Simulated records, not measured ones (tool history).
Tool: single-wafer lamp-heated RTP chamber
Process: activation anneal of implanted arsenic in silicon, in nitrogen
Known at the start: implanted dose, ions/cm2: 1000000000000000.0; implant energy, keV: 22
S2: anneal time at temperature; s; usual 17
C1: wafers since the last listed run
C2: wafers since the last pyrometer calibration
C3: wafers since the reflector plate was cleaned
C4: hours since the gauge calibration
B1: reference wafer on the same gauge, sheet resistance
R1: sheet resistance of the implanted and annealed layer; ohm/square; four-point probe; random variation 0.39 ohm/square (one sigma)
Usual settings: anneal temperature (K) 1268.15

{"run": 1, "hour": 0.0, "anneal temperature (K)": 1268.15, "S2": 17, "C1": 0, "C2": 1590, "C3": 44, "C4": 1741.8, "B1": 135.01, "R1": 119.41}
{"run": 2, "hour": 40.4, "anneal temperature (K)": 1268.15, "S2": 17, "C1": 801, "C2": 2392, "C3": 846, "C4": 1782.2, "B1": 134.98, "R1": 120.15}
{"run": 3, "hour": 91.1, "anneal temperature (K)": 1246.15, "S2": 17, "C1": 1006, "C2": 3398, "C3": 1852, "C4": 1832.9, "B1": 134.88, "R1": 126.35}
{"run": 4, "hour": 180.7, "anneal temperature (K)": 1282.15, "S2": 11, "C1": 1778, "C2": 5176, "C3": 3630, "C4": 1922.5, "B1": 135.02, "R1": 120.32}
{"run": 5, "hour": 284.7, "anneal temperature (K)": 1282.15, "S2": 11, "C1": 2063, "C2": 7240, "C3": 5694, "C4": 2026.5, "B1": 135.12, "R1": 120.13}
{"run": 6, "hour": 383.7, "anneal temperature (K)": 1268.15, "S2": 17, "C1": 1964, "C2": 9204, "C3": 7658, "C4": 2125.5, "B1": 134.92, "R1": 118.62}
{"run": 7, "hour": 449.3, "anneal temperature (K)": 1268.15, "S2": 17, "C1": 1301, "C2": 10506, "C3": 8960, "C4": 2191.1, "B1": 134.97, "R1": 118.85}
{"hour": 516.4, "done": "pyrometer window cleaned and pyrometer calibrated"}
{"run": 8, "hour": 520.1, "anneal temperature (K)": 1268.15, "S2": 17, "C1": 1246, "C2": 73, "C3": 10206, "C4": 2261.9, "B1": 135.05, "R1": 118.05}
{"run": 9, "hour": 718.5, "anneal temperature (K)": 1253.15, "S2": 17, "C1": 3937, "C2": 4010, "C3": 14143, "C4": 2460.3, "B1": 135.0, "R1": 122.35}
{"hour": 731.5, "done": "reflector plate cleaned"}
{"run": 10, "hour": 1000.7, "anneal temperature (K)": 1268.15, "S2": 17, "C1": 5441, "C2": 9451, "C3": 5341, "C4": 2742.5, "B1": 134.99, "R1": 119.73}
{"hour": 1035.1, "done": "gauge calibrated"}
{"run": 11, "hour": 1074.5, "anneal temperature (K)": 1268.15, "S2": 17, "C1": 1464, "C2": 10916, "C3": 6806, "C4": 39.4, "B1": 135.06, "R1": 119.01}
{"run": 12, "hour": 1169.7, "anneal temperature (K)": 1268.15, "S2": 17, "C1": 1889, "C2": 12805, "C3": 8695, "C4": 134.6, "B1": 135.05, "R1": 118.28}
{"run": 13, "hour": 1217.3, "anneal temperature (K)": 1268.15, "S2": 17, "C1": 944, "C2": 13749, "C3": 9639, "C4": 182.2, "B1": 135.02, "R1": 118.96}
{"hour": 1253.7, "done": "pyrometer window cleaned and pyrometer calibrated"}
{"run": 14, "hour": 1278.0, "anneal temperature (K)": 1268.15, "S2": 17, "C1": 1045, "C2": 483, "C3": 10685, "C4": 242.9, "B1": 134.91, "R1": 119.42}
{"hour": 1342.2, "done": "reflector plate cleaned"}
{"run": 15, "hour": 1380.0, "anneal temperature (K)": 1268.15, "S2": 17, "C1": 1865, "C2": 2348, "C3": 749, "C4": 344.9, "B1": 134.91, "R1": 120.45}
{"run": 16, "hour": 1446.3, "anneal temperature (K)": 1268.15, "S2": 17, "C1": 1315, "C2": 3664, "C3": 2065, "C4": 411.2, "B1": 135.02, "R1": 119.6}
{"run": 17, "hour": 1522.2, "anneal temperature (K)": 1268.15, "S2": 17, "C1": 1506, "C2": 5170, "C3": 3571, "C4": 487.1, "B1": 135.1, "R1": 119.34}
{"run": 18, "hour": 1622.1, "anneal temperature (K)": 1288.15, "S2": 7, "C1": 1982, "C2": 7152, "C3": 5553, "C4": 587.0, "B1": 135.04, "R1": 122.29}
{"run": 19, "hour": 1722.6, "anneal temperature (K)": 1242.15, "S2": 13, "C1": 1994, "C2": 9146, "C3": 7548, "C4": 687.5, "B1": 135.13, "R1": 128.88}
{"run": 20, "hour": 1819.3, "anneal temperature (K)": 1268.15, "S2": 17, "C1": 1918, "C2": 11065, "C3": 9467, "C4": 784.2, "B1": 134.97, "R1": 119.07}
{"hour": 1914.2, "done": "pyrometer window cleaned and pyrometer calibrated"}
{"run": 21, "hour": 1926.8, "anneal temperature (K)": 1268.15, "S2": 17, "C1": 1974, "C2": 249, "C3": 11441, "C4": 891.7, "B1": 135.03, "R1": 118.81}
{"hour": 2013.9, "done": "reflector plate cleaned"}
{"run": 22, "hour": 2026.6, "anneal temperature (K)": 1250.15, "S2": 11, "C1": 1821, "C2": 2071, "C3": 252, "C4": 991.5, "B1": 134.99, "R1": 128.93}
{"run": 23, "hour": 2115.7, "anneal temperature (K)": 1281.15, "S2": 22, "C1": 1768, "C2": 3839, "C3": 2020, "C4": 1080.6, "B1": 134.98, "R1": 114.5}
{"run": 24, "hour": 2199.0, "anneal temperature (K)": 1268.15, "S2": 17, "C1": 1653, "C2": 5492, "C3": 3673, "C4": 1163.9, "B1": 135.0, "R1": 119.79}
{"run": 25, "hour": 2394.1, "anneal temperature (K)": 1268.15, "S2": 17, "C1": 3871, "C2": 9363, "C3": 7545, "C4": 1359.0, "B1": 135.11, "R1": 118.95}
{"run": 26, "hour": 2455.1, "anneal temperature (K)": 1268.15, "S2": 17, "C1": 1210, "C2": 10574, "C3": 8755, "C4": 1420.0, "B1": 135.06, "R1": 118.88}
{"run": 27, "hour": 2521.6, "anneal temperature (K)": 1251.15, "S2": 8, "C1": 1319, "C2": 11894, "C3": 10075, "C4": 1486.5, "B1": 134.97, "R1": 130.21}
{"run": 28, "hour": 2571.9, "anneal temperature (K)": 1242.15, "S2": 10, "C1": 998, "C2": 12892, "C3": 11073, "C4": 1536.8, "B1": 135.09, "R1": 130.11}
{"hour": 2583.9, "done": "pyrometer window cleaned and pyrometer calibrated"}
{"hour": 2662.4, "done": "reflector plate cleaned"}
{"run": 29, "hour": 2667.0, "anneal temperature (K)": 1245.15, "S2": 7, "C1": 1569, "C2": 1490, "C3": 91, "C4": 1631.9, "B1": 135.03, "R1": 134.08}
{"run": 30, "hour": 2726.0, "anneal temperature (K)": 1268.15, "S2": 8, "C1": 1170, "C2": 2660, "C3": 1261, "C4": 1690.9, "B1": 135.07, "R1": 126.78}
{"run": 31, "hour": 2824.9, "anneal temperature (K)": 1281.15, "S2": 7, "C1": 1962, "C2": 4623, "C3": 3224, "C4": 1789.8, "B1": 134.93, "R1": 124.12}
{"run": 32, "hour": 2862.3, "anneal temperature (K)": 1268.15, "S2": 9, "C1": 742, "C2": 5365, "C3": 3966, "C4": 1827.2, "B1": 135.05, "R1": 125.4}
{"run": 33, "hour": 2944.2, "anneal temperature (K)": 1268.15, "S2": 8, "C1": 1625, "C2": 6990, "C3": 5591, "C4": 1909.1, "B1": 135.0, "R1": 125.61}
{"hour": 3139.1, "done": "pyrometer window cleaned and pyrometer calibrated"}
{"run": 34, "hour": 3234.9, "anneal temperature (K)": 1268.15, "S2": 17, "C1": 5609, "C2": 1901, "C3": 11201, "C4": 2199.8, "B1": 134.98, "R1": 118.29}

Forecast each of these 3 alternatives for the next run:
{"run": "A", "hour": 3235.3, "anneal temperature (K)": 1247.15, "S2": 17, "C1": 7, "C2": 1909, "C3": 11209, "C4": 2200.2, "B1": "?", "R1": "?"}
{"run": "B", "hour": 3235.3, "anneal temperature (K)": 1296.15, "S2": 14, "C1": 7, "C2": 1909, "C3": 11209, "C4": 2200.2, "B1": "?", "R1": "?"}
{"run": "C", "hour": 3235.3, "anneal temperature (K)": 1259.15, "S2": 26, "C1": 7, "C2": 1909, "C3": 11209, "C4": 2200.2, "B1": "?", "R1": "?"}

run=A B1=135.02 R1=123.96
run=B B1=135.02 R1=113.75
run=C B1=135.02 R1=116.84
Without the tool's hidden state the same runs would have given:
run=A R1=126.07
run=B R1=115.12
run=C R1=118.69
